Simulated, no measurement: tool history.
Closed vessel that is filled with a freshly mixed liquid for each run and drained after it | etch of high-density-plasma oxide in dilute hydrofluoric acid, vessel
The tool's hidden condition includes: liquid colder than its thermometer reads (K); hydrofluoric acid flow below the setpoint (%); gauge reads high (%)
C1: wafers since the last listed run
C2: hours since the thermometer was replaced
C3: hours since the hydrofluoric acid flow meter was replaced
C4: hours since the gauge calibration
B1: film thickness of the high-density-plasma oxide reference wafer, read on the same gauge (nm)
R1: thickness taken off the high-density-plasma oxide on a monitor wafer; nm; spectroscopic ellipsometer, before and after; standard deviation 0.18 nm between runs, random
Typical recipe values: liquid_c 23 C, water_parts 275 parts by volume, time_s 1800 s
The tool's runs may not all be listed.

{"run": 1, "day": 0.0, "liquid_c": 23, "water_parts": 275, "time_s": 1800, "C1": 0, "C2": 808.9, "C3": 807.6, "C4": 289.5, "B1": 40.01, "R1": 23.47}
{"run": 2, "day": 0.746, "liquid_c": 23, "water_parts": 275, "time_s": 1800, "C1": 632, "C2": 826.8, "C3": 825.5, "C4": 307.4, "B1": 40.01, "R1": 23.61}
{"run": 3, "day": 1.254, "liquid_c": 23, "water_parts": 275, "time_s": 1800, "C1": 431, "C2": 839, "C3": 837.7, "C4": 319.6, "B1": 40, "R1": 23.39}
{"run": 4, "day": 1.942, "liquid_c": 23, "water_parts": 275, "time_s": 2145, "C1": 582, "C2": 855.5, "C3": 854.2, "C4": 336.1, "B1": 39.99, "R1": 27.72}
{"run": 5, "day": 3.142, "liquid_c": 23, "water_parts": 275, "time_s": 2145, "C1": 1017, "C2": 884.3, "C3": 883, "C4": 364.9, "B1": 39.98, "R1": 27.86}
{"run": 6, "day": 4.154, "liquid_c": 23, "water_parts": 275, "time_s": 1800, "C1": 858, "C2": 908.6, "C3": 907.3, "C4": 389.2, "B1": 39.99, "R1": 23.28}
{"run": 7, "day": 4.675, "liquid_c": 23, "water_parts": 370, "time_s": 1800, "C1": 441, "C2": 921.1, "C3": 919.8, "C4": 401.7, "B1": 40.01, "R1": 15.74}
{"run": 8, "day": 5.9, "liquid_c": 23, "water_parts": 370, "time_s": 1800, "C1": 1038, "C2": 950.5, "C3": 949.2, "C4": 431.1, "B1": 40.01, "R1": 15.98}
{"run": 9, "day": 6.692, "liquid_c": 23, "water_parts": 370, "time_s": 1800, "C1": 671, "C2": 969.5, "C3": 968.2, "C4": 450.1, "B1": 40, "R1": 15.83}
{"run": 10, "day": 7.508, "liquid_c": 23, "water_parts": 350, "time_s": 2555, "C1": 692, "C2": 989.1, "C3": 987.8, "C4": 469.7, "B1": 39.98, "R1": 24.16}
{"run": 11, "day": 8.046, "liquid_c": 23, "water_parts": 350, "time_s": 2555, "C1": 455, "C2": 1002, "C3": 1000.7, "C4": 482.6, "B1": 40.03, "R1": 24.43}
{"run": 12, "day": 9.092, "liquid_c": 23, "water_parts": 275, "time_s": 1455, "C1": 886, "C2": 1027.1, "C3": 1025.8, "C4": 507.7, "B1": 40, "R1": 18.49}
{"run": 13, "day": 10.279, "liquid_c": 23, "water_parts": 275, "time_s": 1210, "C1": 1006, "C2": 1055.6, "C3": 1054.3, "C4": 536.2, "B1": 39.99, "R1": 15.41}
{"run": 14, "day": 10.962, "liquid_c": 23, "water_parts": 340, "time_s": 1800, "C1": 579, "C2": 1072, "C3": 1070.7, "C4": 552.6, "B1": 40.02, "R1": 17.49}
{"day": 11.579, "done": "gauge calibrated"}
{"run": 15, "day": 15.367, "liquid_c": 23, "water_parts": 195, "time_s": 1800, "C1": 3734, "C2": 1177.7, "C3": 1176.4, "C4": 90.9, "B1": 39.99, "R1": 35.2}
{"day": 15.608, "done": "thermometer replaced"}
{"run": 16, "day": 16.475, "liquid_c": 23, "water_parts": 275, "time_s": 2535, "C1": 904, "C2": 20.8, "C3": 1203, "C4": 117.5, "B1": 40.01, "R1": 35.04}
{"run": 17, "day": 17.462, "liquid_c": 23, "water_parts": 220, "time_s": 1800, "C1": 837, "C2": 44.5, "C3": 1226.7, "C4": 141.2, "B1": 39.98, "R1": 32.88}
{"day": 17.712, "done": "hydrofluoric acid flow meter replaced"}
{"run": 18, "day": 18.429, "liquid_c": 23, "water_parts": 275, "time_s": 1800, "C1": 784, "C2": 67.7, "C3": 17.2, "C4": 164.4, "B1": 39.99, "R1": 25.12}
{"run": 19, "day": 19.121, "liquid_c": 23, "water_parts": 275, "time_s": 1800, "C1": 586, "C2": 84.3, "C3": 33.8, "C4": 181, "B1": 39.95, "R1": 24.73}
{"run": 20, "day": 19.679, "liquid_c": 23, "water_parts": 275, "time_s": 1800, "C1": 473, "C2": 97.7, "C3": 47.2, "C4": 194.4, "B1": 39.99, "R1": 24.52}
{"run": 21, "day": 20.446, "liquid_c": 23, "water_parts": 340, "time_s": 1800, "C1": 650, "C2": 116.1, "C3": 65.6, "C4": 212.8, "B1": 40.01, "R1": 18.58}
{"run": 22, "day": 21.612, "liquid_c": 18.5, "water_parts": 275, "time_s": 1800, "C1": 989, "C2": 144.1, "C3": 93.6, "C4": 240.8, "B1": 40.01, "R1": 20.88}
{"run": 23, "day": 23.225, "liquid_c": 20, "water_parts": 140, "time_s": 1045, "C1": 1367, "C2": 182.8, "C3": 132.3, "C4": 279.5, "B1": 40.02, "R1": 28.76}
{"run": 24, "day": 23.779, "liquid_c": 23, "water_parts": 230, "time_s": 2810, "C1": 469, "C2": 196.1, "C3": 145.6, "C4": 292.8, "B1": 40.03, "R1": 47.72}
{"run": 25, "day": 24.512, "liquid_c": 23, "water_parts": 225, "time_s": 1800, "C1": 621, "C2": 213.7, "C3": 163.2, "C4": 310.4, "B1": 40.02, "R1": 31.78}

Here are 3 independent what-if runs from the current tool condition. What would each one return?
{"run": "A", "day": 24.558, "liquid_c": 23, "water_parts": 275, "time_s": 1800, "C1": 38, "C2": 214.8, "C3": 164.3, "C4": 311.5, "B1": "?", "R1": "?"}
{"run": "B", "day": 24.558, "liquid_c": 20, "water_parts": 175, "time_s": 2765, "C1": 38, "C2": 214.8, "C3": 164.3, "C4": 311.5, "B1": "?", "R1": "?"}
{"run": "C", "day": 24.558, "liquid_c": 23, "water_parts": 355, "time_s": 1800, "C1": 38, "C2": 214.8, "C3": 164.3, "C4": 311.5, "B1": "?", "R1": "?"}

run=A B1=39.98 R1=24.81
run=B B1=39.98 R1=59.01
run=C B1=39.98 R1=17.84
With the hidden condition removed and each run's random variation left untouched, the same runs would have given:
run=A R1=25.23
run=B R1=60.11
run=C R1=18.13
